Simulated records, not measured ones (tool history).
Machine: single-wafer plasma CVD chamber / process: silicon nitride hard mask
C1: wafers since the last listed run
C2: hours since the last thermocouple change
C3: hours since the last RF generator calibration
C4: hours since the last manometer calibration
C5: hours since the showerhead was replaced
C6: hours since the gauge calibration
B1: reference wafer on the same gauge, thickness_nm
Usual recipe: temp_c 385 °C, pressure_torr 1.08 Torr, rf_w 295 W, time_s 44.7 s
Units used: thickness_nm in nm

run 1 hour=0.0 | temp_c=385 pressure_torr=1.08 rf_w=295 time_s=44.7 | C1=0 C2=1310.3 C3=1325.5 C4=2033.5 C5=8234.5 C6=443.4 | B1=51.710 | thickness_nm=44.971
run 2 hour=32.5 | temp_c=385 pressure_torr=1.08 rf_w=295 time_s=44.7 | C1=735 C2=1342.8 C3=1358.0 C4=2066.0 C5=8267.0 C6=475.9 | B1=51.692 | thickness_nm=45.124
run 3 hour=85.5 | temp_c=385 pressure_torr=1.08 rf_w=295 time_s=44.7 | C1=1199 C2=1395.8 C3=1411.0 C4=2119.0 C5=8320.0 C6=528.9 | B1=51.692 | thickness_nm=45.222
run 4 hour=103.3 | temp_c=378 pressure_torr=0.87 rf_w=295 time_s=44.7 | C1=402 C2=1413.6 C3=1428.8 C4=2136.8 C5=8337.8 C6=546.7 | B1=51.712 | thickness_nm=41.599
run 5 hour=134.3 | temp_c=378 pressure_torr=0.87 rf_w=295 time_s=44.7 | C1=701 C2=1444.6 C3=1459.8 C4=2167.8 C5=8368.8 C6=577.7 | B1=51.721 | thickness_nm=41.745
run 6 hour=147.3 | temp_c=378 pressure_torr=0.87 rf_w=295 time_s=44.7 | C1=294 C2=1457.6 C3=1472.8 C4=2180.8 C5=8381.8 C6=590.7 | B1=51.716 | thickness_nm=41.908
run 7 hour=174.6 | temp_c=385 pressure_torr=1.16 rf_w=295 time_s=42.7 | C1=617 C2=1484.9 C3=1500.1 C4=2208.1 C5=8409.1 C6=618.0 | B1=51.693 | thickness_nm=44.263
run 8 hour=189.1 | temp_c=385 pressure_torr=1.16 rf_w=295 time_s=42.7 | C1=328 C2=1499.4 C3=1514.6 C4=2222.6 C5=8423.6 C6=632.5 | B1=51.731 | thickness_nm=43.901
run 9 hour=215.1 | temp_c=385 pressure_torr=1.08 rf_w=295 time_s=44.7 | C1=588 C2=1525.4 C3=1540.6 C4=2248.6 C5=8449.6 C6=658.5 | B1=51.656 | thickness_nm=45.434
run 10 hour=250.0 | temp_c=385 pressure_torr=1.08 rf_w=295 time_s=44.7 | C1=789 C2=1560.3 C3=1575.5 C4=2283.5 C5=8484.5 C6=693.4 | B1=51.744 | thickness_nm=45.152
-- hour=275.6 showerhead replaced
run 11 hour=278.9 | temp_c=385 pressure_torr=1.02 rf_w=295 time_s=44.7 | C1=472 C2=1589.2 C3=1604.4 C4=2312.4 C5=3.3 C6=722.3 | B1=51.690 | thickness_nm=44.345
run 12 hour=304.8 | temp_c=385 pressure_torr=1.02 rf_w=295 time_s=44.7 | C1=586 C2=1615.1 C3=1630.3 C4=2338.3 C5=29.2 C6=748.2 | B1=51.684 | thickness_nm=44.172
-- hour=315.2 gauge calibrated
run 13 hour=332.6 | temp_c=385 pressure_torr=1.02 rf_w=295 time_s=44.7 | C1=629 C2=1642.9 C3=1658.1 C4=2366.1 C5=57.0 C6=17.4 | B1=51.728 | thickness_nm=44.294
run 14 hour=354.0 | temp_c=385 pressure_torr=1.08 rf_w=295 time_s=44.7 | C1=484 C2=1664.3 C3=1679.5 C4=2387.5 C5=78.4 C6=38.8 | B1=51.727 | thickness_nm=45.260
run 15 hour=385.0 | temp_c=385 pressure_torr=1.08 rf_w=260 time_s=44.7 | C1=701 C2=1695.3 C3=1710.5 C4=2418.5 C5=109.4 C6=69.8 | B1=51.716 | thickness_nm=42.565
run 16 hour=417.8 | temp_c=385 pressure_torr=1.08 rf_w=350 time_s=44.7 | C1=742 C2=1728.1 C3=1743.3 C4=2451.3 C5=142.2 C6=102.6 | B1=51.729 | thickness_nm=49.199
-- hour=438.7 RF generator calibrated
run 17 hour=439.2 | temp_c=385 pressure_torr=1.08 rf_w=295 time_s=44.7 | C1=303 C2=1749.5 C3=0.5 C4=2472.7 C5=163.6 C6=124.0 | B1=51.698 | thickness_nm=45.113
-- hour=467.0 capacitance manometer re-zeroed and calibrated
run 18 hour=469.0 | temp_c=393 pressure_torr=1.35 rf_w=245 time_s=39.5 | C1=493 C2=1779.3 C3=30.3 C4=2.0 C5=193.4 C6=153.8 | B1=51.709 | thickness_nm=39.547
run 19 hour=482.3 | temp_c=385 pressure_torr=1.08 rf_w=350 time_s=40.4 | C1=300 C2=1792.6 C3=43.6 C4=15.3 C5=206.7 C6=167.1 | B1=51.695 | thickness_nm=45.110
-- hour=504.5 thermocouple changed; heater temperature recalibrated
run 20 hour=510.6 | temp_c=393 pressure_torr=1.23 rf_w=325 time_s=47.5 | C1=459 C2=6.1 C3=71.9 C4=43.6 C5=235.0 C6=195.4 | B1=51.691 | thickness_nm=52.792
run 21 hour=529.6 | temp_c=385 pressure_torr=1.08 rf_w=330 time_s=44.7 | C1=429 C2=25.1 C3=90.9 C4=62.6 C5=254.0 C6=214.4 | B1=51.693 | thickness_nm=48.508
run 22 hour=549.6 | temp_c=378 pressure_torr=0.87 rf_w=295 time_s=44.7 | C1=452 C2=45.1 C3=110.9 C4=82.6 C5=274.0 C6=234.4 | B1=51.695 | thickness_nm=42.277
-- hour=562.0 capacitance manometer re-zeroed and calibrated, repeated, since the last time left the tool worse
run 23 hour=582.9 | temp_c=385 pressure_torr=1.08 rf_w=295 time_s=44.7 | C1=572 C2=78.4 C3=144.2 C4=20.9 C5=307.3 C6=267.7 | B1=51.656 | thickness_nm=44.251
run 24 hour=597.7 | temp_c=372 pressure_torr=0.89 rf_w=295 time_s=44.7 | C1=334 C2=93.2 C3=159.0 C4=35.7 C5=322.1 C6=282.5 | B1=51.696 | thickness_nm=41.273
run 25 hour=610.8 | temp_c=385 pressure_torr=1.08 rf_w=295 time_s=44.7 | C1=296 C2=106.3 C3=172.1 C4=48.8 C5=335.2 C6=295.6 | B1=51.723 | thickness_nm=44.242
run 26 hour=632.2 | temp_c=385 pressure_torr=1.08 rf_w=295 time_s=44.7 | C1=484 C2=127.7 C3=193.5 C4=70.2 C5=356.6 C6=317.0 | B1=51.704 | thickness_nm=44.172
run 27 hour=666.7 | temp_c=392 pressure_torr=0.94 rf_w=295 time_s=36.2 | C1=780 C2=162.2 C3=228.0 C4=104.7 C5=391.1 C6=351.5 | B1=51.675 | thickness_nm=33.840
run 28 hour=682.9 | temp_c=397 pressure_torr=1.08 rf_w=295 time_s=44.7 | C1=366 C2=178.4 C3=244.2 C4=120.9 C5=407.3 C6=367.7 | B1=51.697 | thickness_nm=43.975
run 29 hour=711.6 | temp_c=374 pressure_torr=1.16 rf_w=295 time_s=44.7 | C1=649 C2=207.1 C3=272.9 C4=149.6 C5=436.0 C6=396.4 | B1=51.709 | thickness_nm=45.569

What was the tool's hidden state at every run in the log?
wafer temperature above the value expected at the setpoint (K): 0, the same for each run
delivered RF power above the setpoint (%): 0, the same for each run
gauge reads high (%): 0, the same for each run
H1: true pressure above the setpoint (%)
run=1 H1=5.83
run=2 H1=5.92
run=3 H1=6.06
run=4 H1=6.11
run=5 H1=6.19
run=6 H1=6.22
run=7 H1=6.3
run=8 H1=6.33
run=9 H1=6.4
run=10 H1=6.5
run=11 H1=6.57
run=12 H1=6.64
run=13 H1=6.72
run=14 H1=6.77
run=15 H1=6.86
run=16 H1=6.94
run=17 H1=7
run=18 H1=10.2
run=19 H1=10.2
run=20 H1=10.3
run=21 H1=10.3
run=22 H1=10.4
run=23 H1=0.205
run=24 H1=0.244
run=25 H1=0.279
run=26 H1=0.336
run=27 H1=0.428
run=28 H1=0.471
run=29 H1=0.548
